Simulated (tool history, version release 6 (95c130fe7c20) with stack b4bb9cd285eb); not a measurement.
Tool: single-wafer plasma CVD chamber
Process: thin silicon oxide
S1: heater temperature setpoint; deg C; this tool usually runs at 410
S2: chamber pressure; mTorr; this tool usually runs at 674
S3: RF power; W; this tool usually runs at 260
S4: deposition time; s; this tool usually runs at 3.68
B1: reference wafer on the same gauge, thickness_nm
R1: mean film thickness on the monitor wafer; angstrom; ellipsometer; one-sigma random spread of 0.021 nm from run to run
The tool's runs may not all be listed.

run,hour,S1,S2,S3,S4,B1,R1
1,0,410,674,260,3.68,5.794,57.59
2,16.7,410,674,260,3.68,5.802,57.86
3,44,410,674,260,3.68,5.8,57.76
4,64.3,410,674,260,3.68,5.811,57.7
5,82.2,410,674,260,3.68,5.806,57.53
6,141.7,410,674,260,3.68,5.788,58.09
7,162.1,410,674,260,3.68,5.803,58.26
# hour 190.1: RF generator calibrated
8,190.6,410,674,260,3.68,5.799,58.43
9,208,410,674,260,3.68,5.81,58.21
# hour 221.9: thermocouple changed; heater temperature recalibrated
10,235,410,674,260,3.34,5.809,53.02
11,254.3,410,582,260,3.68,5.802,50.56
12,289.9,403,674,225,3.68,5.794,55.84
13,309.4,410,674,305,3.68,5.795,62.28
# hour 319.9: showerhead replaced
14,331.2,402,783,260,3.68,5.792,68.12
15,360.9,421,566,295,3.68,5.796,51.7
16,386.5,415,536,290,3.68,5.802,48.74
# hour 416.7: capacitance manometer re-zeroed and calibrated
17,419.4,397,794,260,3.68,5.815,66.04
# hour 431.8: gauge calibrated
18,453.9,405,674,260,3.25,5.796,49.67
19,481.4,410,674,260,3.68,5.8,56.24
20,505.3,410,607,295,3.68,5.799,52.89
21,518.1,410,674,260,3.68,5.796,56.05
22,548.3,419,612,260,4.23,5.792,58.35

Forecast each of these 4 alternatives for the next run:
A,548.7,406,674,260,3.68,?,?
B,548.7,410,556,230,3.68,?,?
C,548.7,410,799,260,4.33,?,?
D,548.7,402,536,260,3.68,?,?

run,B1,R1
A,5.793,55.96
B,5.793,43.95
C,5.793,77.03
D,5.793,44.52
Had the tool no hidden state, the same runs would have come out as:
run,R1
A,55
B,43.16
C,75.86
D,43.72
